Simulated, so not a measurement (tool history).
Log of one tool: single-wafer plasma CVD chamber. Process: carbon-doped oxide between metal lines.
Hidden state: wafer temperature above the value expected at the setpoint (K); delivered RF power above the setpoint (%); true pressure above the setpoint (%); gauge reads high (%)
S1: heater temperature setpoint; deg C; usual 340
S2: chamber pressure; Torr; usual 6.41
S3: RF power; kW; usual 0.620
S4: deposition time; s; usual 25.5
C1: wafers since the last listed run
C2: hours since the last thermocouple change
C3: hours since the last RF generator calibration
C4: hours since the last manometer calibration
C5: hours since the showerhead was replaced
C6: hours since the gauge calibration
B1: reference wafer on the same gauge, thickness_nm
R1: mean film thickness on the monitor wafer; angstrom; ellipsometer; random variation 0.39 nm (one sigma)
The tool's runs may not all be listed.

| run | hour | S1 | S2 | S3 | S4 | C1 | C2 | C3 | C4 | C5 | C6 | B1 | R1 |
|---|---|---|---|---|---|---|---|---|---|---|---|---|---|
| 1 | 0.0 | 340 | 6.41 | 0.620 | 25.5 | 0 | 747.1 | 1006.5 | 715.0 | 2716.3 | 460.4 | 182.034 | 1705.17 |
| 2 | 73.7 | 340 | 6.41 | 0.620 | 25.5 | 2410 | 820.8 | 1080.2 | 788.7 | 2790.0 | 534.1 | 181.978 | 1706.63 |
| 3 | 148.9 | 340 | 6.41 | 0.540 | 25.5 | 2459 | 896.0 | 1155.4 | 863.9 | 2865.2 | 609.3 | 181.972 | 1594.09 |
| 4 | 215.2 | 340 | 6.41 | 0.540 | 25.5 | 2168 | 962.3 | 1221.7 | 930.2 | 2931.5 | 675.6 | 182.019 | 1604.67 |
| 5 | 282.3 | 335 | 6.41 | 0.620 | 25.5 | 2194 | 1029.4 | 1288.8 | 997.3 | 2998.6 | 742.7 | 182.093 | 1720.96 |
| 6 | 345.6 | 340 | 6.41 | 0.620 | 25.5 | 2070 | 1092.7 | 1352.1 | 1060.6 | 3061.9 | 806.0 | 181.947 | 1707.83 |
| 7 | 421.4 | 340 | 6.41 | 0.620 | 25.5 | 2479 | 1168.5 | 1427.9 | 1136.4 | 3137.7 | 881.8 | 182.092 | 1706.04 |
| 8 | 494.9 | 346 | 7.53 | 0.620 | 25.5 | 2404 | 1242.0 | 1501.4 | 1209.9 | 3211.2 | 955.3 | 182.042 | 1690.42 |
| 9 | 534.4 | 346 | 7.53 | 0.620 | 25.5 | 1292 | 1281.5 | 1540.9 | 1249.4 | 3250.7 | 994.8 | 182.046 | 1686.22 |
|  | 534.6 | gauge calibrated |
| 10 | 581.5 | 340 | 6.41 | 0.620 | 24.0 | 1540 | 1328.6 | 1588.0 | 1296.5 | 3297.8 | 46.9 | 182.007 | 1599.94 |
|  | 601.1 | showerhead replaced |
| 11 | 652.3 | 340 | 6.41 | 0.620 | 24.0 | 2054 | 1399.4 | 1658.8 | 1367.3 | 51.2 | 117.7 | 181.990 | 1597.36 |
|  | 671.1 | capacitance manometer re-zeroed and calibrated |
| 12 | 716.9 | 340 | 6.41 | 0.620 | 22.2 | 1851 | 1464.0 | 1723.4 | 45.8 | 115.8 | 182.3 | 181.969 | 1467.46 |
| 13 | 771.8 | 340 | 6.41 | 0.520 | 25.5 | 1795 | 1518.9 | 1778.3 | 100.7 | 170.7 | 237.2 | 181.918 | 1564.24 |
| 14 | 840.5 | 350 | 4.87 | 0.535 | 24.1 | 2247 | 1587.6 | 1847.0 | 169.4 | 239.4 | 305.9 | 182.005 | 1411.91 |
| 15 | 942.4 | 340 | 6.41 | 0.620 | 25.5 | 3333 | 1689.5 | 1948.9 | 271.3 | 341.3 | 407.8 | 181.944 | 1687.40 |
| 16 | 1024.9 | 340 | 6.41 | 0.620 | 25.5 | 2698 | 1772.0 | 2031.4 | 353.8 | 423.8 | 490.3 | 182.015 | 1679.91 |
| 17 | 1105.6 | 340 | 6.41 | 0.530 | 21.0 | 2639 | 1852.7 | 2112.1 | 434.5 | 504.5 | 571.0 | 182.013 | 1295.28 |
|  | 1114.1 | RF generator calibrated |
|  | 1171.1 | thermocouple changed; heater temperature recalibrated |
| 18 | 1200.8 | 340 | 5.55 | 0.620 | 25.5 | 2590 | 29.7 | 86.7 | 529.7 | 599.7 | 666.2 | 182.003 | 1682.24 |
| 19 | 1287.8 | 340 | 5.74 | 0.540 | 25.5 | 2845 | 116.7 | 173.7 | 616.7 | 686.7 | 753.2 | 181.987 | 1586.44 |
| 20 | 1335.5 | 340 | 6.41 | 0.620 | 30.0 | 1560 | 164.4 | 221.4 | 664.4 | 734.4 | 800.9 | 181.972 | 2005.73 |
| 21 | 1425.1 | 326 | 7.49 | 0.675 | 28.7 | 2930 | 254.0 | 311.0 | 754.0 | 824.0 | 890.5 | 181.969 | 2094.80 |
| 22 | 1507.7 | 340 | 7.68 | 0.620 | 25.5 | 2701 | 336.6 | 393.6 | 836.6 | 906.6 | 973.1 | 181.960 | 1724.25 |

What the log doesn't show, run by run:
wafer temperature above the value expected at the setpoint (K): 0 in every run
true pressure above the setpoint (%): 0 in every run
gauge reads high (%): 0 in every run
H1: delivered RF power above the setpoint (%)
| run | H1 |
|---|---|
| 1 | -1.03 |
| 2 | -1.18 |
| 3 | -1.34 |
| 4 | -1.5 |
| 5 | -1.66 |
| 6 | -1.82 |
| 7 | -2.03 |
| 8 | -2.24 |
| 9 | -2.36 |
| 10 | -2.5 |
| 11 | -2.72 |
| 12 | -2.94 |
| 13 | -3.12 |
| 14 | -3.37 |
| 15 | -3.74 |
| 16 | -4.06 |
| 17 | -4.39 |
| 18 | -0.722 |
| 19 | -0.744 |
| 20 | -0.763 |
| 21 | -0.809 |
| 22 | -0.866 |
